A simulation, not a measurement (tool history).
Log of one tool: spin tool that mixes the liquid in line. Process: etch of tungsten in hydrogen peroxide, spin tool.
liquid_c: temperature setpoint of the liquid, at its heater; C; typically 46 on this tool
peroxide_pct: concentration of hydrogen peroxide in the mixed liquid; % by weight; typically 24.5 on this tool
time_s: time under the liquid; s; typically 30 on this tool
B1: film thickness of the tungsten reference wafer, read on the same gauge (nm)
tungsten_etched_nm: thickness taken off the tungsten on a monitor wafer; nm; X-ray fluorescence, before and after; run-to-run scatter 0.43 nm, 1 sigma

{"run": 1, "day": 0.0, "liquid_c": 46, "peroxide_pct": 24.5, "time_s": 30, "B1": 40.02, "tungsten_etched_nm": 52.6}
{"run": 2, "day": 1.15, "liquid_c": 46, "peroxide_pct": 24.5, "time_s": 30, "B1": 39.97, "tungsten_etched_nm": 52.34}
{"run": 3, "day": 2.45, "liquid_c": 50, "peroxide_pct": 24.5, "time_s": 40, "B1": 40.01, "tungsten_etched_nm": 90.79}
{"run": 4, "day": 5.662, "liquid_c": 46, "peroxide_pct": 24.5, "time_s": 30, "B1": 40, "tungsten_etched_nm": 52.1}
{"run": 5, "day": 6.733, "liquid_c": 46, "peroxide_pct": 24.5, "time_s": 30, "B1": 39.99, "tungsten_etched_nm": 51.08}
{"run": 6, "day": 7.412, "liquid_c": 46, "peroxide_pct": 24.5, "time_s": 30, "B1": 40.01, "tungsten_etched_nm": 51.71}
{"run": 7, "day": 8.654, "liquid_c": 46, "peroxide_pct": 24.5, "time_s": 30, "B1": 39.98, "tungsten_etched_nm": 51.01}
{"run": 8, "day": 9.371, "liquid_c": 46, "peroxide_pct": 24.5, "time_s": 30, "B1": 39.99, "tungsten_etched_nm": 50.68}
{"run": 9, "day": 10.396, "liquid_c": 46, "peroxide_pct": 24.5, "time_s": 30, "B1": 39.98, "tungsten_etched_nm": 51.18}
{"run": 10, "day": 10.908, "liquid_c": 46, "peroxide_pct": 24.5, "time_s": 30, "B1": 39.98, "tungsten_etched_nm": 49.98}
{"day": 11.025, "done": "heated supply line repaired"}
{"run": 11, "day": 11.988, "liquid_c": 46, "peroxide_pct": 24.5, "time_s": 30, "B1": 40, "tungsten_etched_nm": 51.85}
{"run": 12, "day": 12.767, "liquid_c": 46, "peroxide_pct": 24.5, "time_s": 30, "B1": 40, "tungsten_etched_nm": 52.49}
{"run": 13, "day": 13.783, "liquid_c": 46, "peroxide_pct": 24.5, "time_s": 30, "B1": 40.01, "tungsten_etched_nm": 51.92}
{"day": 14.825, "done": "new drum of peroxide connected"}
{"run": 14, "day": 15.25, "liquid_c": 46, "peroxide_pct": 24.5, "time_s": 30, "B1": 40.01, "tungsten_etched_nm": 53.62}
{"run": 15, "day": 16.696, "liquid_c": 46, "peroxide_pct": 24.5, "time_s": 30, "B1": 39.98, "tungsten_etched_nm": 53.07}
{"run": 16, "day": 17.296, "liquid_c": 46, "peroxide_pct": 21, "time_s": 15, "B1": 39.99, "tungsten_etched_nm": 25.23}
{"run": 17, "day": 17.979, "liquid_c": 46, "peroxide_pct": 24.5, "time_s": 30, "B1": 39.99, "tungsten_etched_nm": 53.7}
{"day": 18.425, "done": "gauge calibrated"}
{"run": 18, "day": 18.962, "liquid_c": 37.5, "peroxide_pct": 24.5, "time_s": 20, "B1": 39.97, "tungsten_etched_nm": 20.69}
{"run": 19, "day": 19.729, "liquid_c": 46, "peroxide_pct": 18, "time_s": 15, "B1": 39.99, "tungsten_etched_nm": 22.78}
{"run": 20, "day": 20.729, "liquid_c": 46, "peroxide_pct": 24.5, "time_s": 35, "B1": 39.98, "tungsten_etched_nm": 61.97}
{"day": 21.642, "done": "thermometer replaced"}
{"run": 21, "day": 21.662, "liquid_c": 46, "peroxide_pct": 24.5, "time_s": 15, "B1": 40, "tungsten_etched_nm": 26.27}
{"day": 21.888, "done": "peroxide flow meter replaced"}
{"run": 22, "day": 22.962, "liquid_c": 43.5, "peroxide_pct": 24.5, "time_s": 30, "B1": 39.98, "tungsten_etched_nm": 45.72}
{"run": 23, "day": 23.846, "liquid_c": 46, "peroxide_pct": 24.5, "time_s": 30, "B1": 40, "tungsten_etched_nm": 52.71}
{"run": 24, "day": 25.058, "liquid_c": 40, "peroxide_pct": 29, "time_s": 15, "B1": 40, "tungsten_etched_nm": 19.4}
{"run": 25, "day": 26.038, "liquid_c": 53, "peroxide_pct": 21, "time_s": 40, "B1": 39.98, "tungsten_etched_nm": 100.01}
{"run": 26, "day": 28.442, "liquid_c": 49.5, "peroxide_pct": 24.5, "time_s": 30, "B1": 39.99, "tungsten_etched_nm": 64.25}

For some of the steps in tungsten_etched_nm from one run to the next: how much would appear even if the tool had no hidden state, given the settings, what came in and random variation, and how much remains for the hidden state plus any gauge scatter that the measured result and the result without hidden state don't share?
What the log doesn't record here: liquid hotter than its thermometer reads (K); peroxide flow below the setpoint (%); temperature lost on the way to the wafer (K); peroxide weaker than its label (%); gauge reads high (%).
Run 2 -> 3: liquid_c 46 -> 50, time_s 30 -> 40. tungsten_etched_nm +38.45 nm: hidden state -2.13, all else +40.58.
Run 19 -> 20: peroxide_pct 18 -> 24.5, time_s 15 -> 35. tungsten_etched_nm +39.19 nm: hidden state -1.09, all else +40.28.
Run 24 -> 25: liquid_c 40 -> 53, peroxide_pct 29 -> 21, time_s 15 -> 40. tungsten_etched_nm +80.61 nm: hidden state -3.5, all else +84.11.

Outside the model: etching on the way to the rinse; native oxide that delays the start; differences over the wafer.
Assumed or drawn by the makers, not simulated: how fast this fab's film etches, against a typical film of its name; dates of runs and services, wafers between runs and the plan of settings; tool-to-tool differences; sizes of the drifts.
